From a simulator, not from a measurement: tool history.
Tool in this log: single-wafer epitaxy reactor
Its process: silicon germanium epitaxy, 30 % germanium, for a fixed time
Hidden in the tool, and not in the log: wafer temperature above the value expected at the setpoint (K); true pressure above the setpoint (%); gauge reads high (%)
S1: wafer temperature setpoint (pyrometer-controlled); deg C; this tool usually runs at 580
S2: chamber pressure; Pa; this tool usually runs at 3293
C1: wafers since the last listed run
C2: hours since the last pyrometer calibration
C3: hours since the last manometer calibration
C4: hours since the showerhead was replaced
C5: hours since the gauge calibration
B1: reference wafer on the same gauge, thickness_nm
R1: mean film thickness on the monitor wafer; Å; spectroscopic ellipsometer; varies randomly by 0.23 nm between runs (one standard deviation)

run,hour,S1,S2,C1,C2,C3,C4,C5,B1,R1
1,0,580,3293,0,1416.7,1879,2734.7,276.3,58.239,489.6
2,68.4,580,3293,1152,1485.1,1947.4,2803.1,344.7,58.045,492.97
3,97.8,577,3293,495,1514.5,1976.8,2832.5,374.1,57.925,466.7
4,135.5,580,3093,635,1552.2,2014.5,2870.2,411.8,57.808,480.08
5,164,580,3293,480,1580.7,2043,2898.7,440.3,57.708,495.41
# hour 197: pyrometer calibrated
# hour 218.7: gauge calibrated
6,218.9,580,3293,790,21.9,2097.9,2953.6,0.2,58.7,499.24
7,258.8,580,3293,672,61.8,2137.8,2993.5,40.1,58.68,499.56
8,301.2,588,3293,714,104.2,2180.2,3035.9,82.5,58.669,568.66
# hour 331.8: showerhead replaced
9,332.3,593,2773,389,135.3,2211.3,0.5,113.6,58.663,577.14
10,388.7,595,2653,950,191.7,2267.7,56.9,170,58.558,586.45
11,449.7,566,2573,1027,252.7,2328.7,117.9,231,58.448,353.71
# hour 458.9: capacitance manometer re-zeroed and calibrated
12,488.4,580,4106,517,291.4,29.5,156.6,269.7,58.327,541.84
13,514.9,580,3760,446,317.9,56,183.1,296.2,58.327,526.27
14,586.2,580,3293,1201,389.2,127.3,254.4,367.5,58.037,496.04

Results per run with the tool's hidden condition removed, run-to-run variation unchanged:
run,R1
1,493.31
2,498.35
3,472.59
4,487.27
5,503.79
6,499.31
7,499.69
8,569.04
9,577.8
10,587.85
11,355.23
12,544.99
13,529.95
14,501.36
